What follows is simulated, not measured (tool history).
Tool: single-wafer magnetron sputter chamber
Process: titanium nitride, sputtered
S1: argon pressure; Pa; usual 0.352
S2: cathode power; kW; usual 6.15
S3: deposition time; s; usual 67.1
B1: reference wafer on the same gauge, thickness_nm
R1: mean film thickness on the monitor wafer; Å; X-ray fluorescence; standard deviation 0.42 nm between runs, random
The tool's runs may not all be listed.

run,hour,S1,S2,S3,B1,R1
1,0,0.352,6.15,67.1,77.15,784.76
2,15.4,0.352,5.4,71.4,77.183,744.83
3,25.1,0.352,5.4,71.4,77.157,738.47
4,37.9,0.352,5.4,71.4,77.161,740.25
5,44.3,0.352,6.7,67.1,77.086,838.86
6,57.4,0.352,6.7,67.1,77.229,832.92
7,71.9,0.352,6.7,67.1,77.075,829.9
8,83.6,0.352,6.15,67.1,77.014,756.44
9,98.4,0.352,6.15,67.1,77.144,760.42
10,113.2,0.352,6.15,67.1,77.125,757.56
# hour 124.7: sputter target and shields replaced
11,125.2,0.352,6.15,67.1,76.988,798.58
12,138.3,0.352,6.15,67.1,77.159,803.44
# hour 159.7: capacitance manometer re-zeroed and calibrated
13,160.2,0.258,6.15,76.2,77.095,935.95
14,163.7,0.258,6.15,76.2,77.049,942.18
15,178.5,0.352,5.2,67.1,77.119,687.87
16,193.6,0.243,6.15,64,77.158,786.78
17,202,0.243,6.15,64,77.077,794.02
18,210.3,0.411,7.3,56.5,77.063,764.33
19,225.4,0.352,7,67.1,77.108,889.03
20,238.9,0.352,7.2,54.5,77.067,734.04
# hour 255.8: magnet pack replaced
21,256.3,0.352,7.2,54.5,76.907,729.13
22,257.8,0.283,7.6,79.9,77.096,1165.23
23,267.9,0.352,6.15,67.1,77.143,785.35
24,277,0.352,6.15,67.1,77.168,779.87
25,288.1,0.214,6.15,58.2,77.093,710.67
# hour 294.7: gauge calibrated
26,327.5,0.279,7.65,73.8,77.109,1061.13

Expected results for the next run?
27,339.3,0.352,6.15,67.1,?,?

Run 27 measured B1 77.158, R1 758.4 Å.
With no hidden state in the tool, this same run would have given R1 795.91 Å.
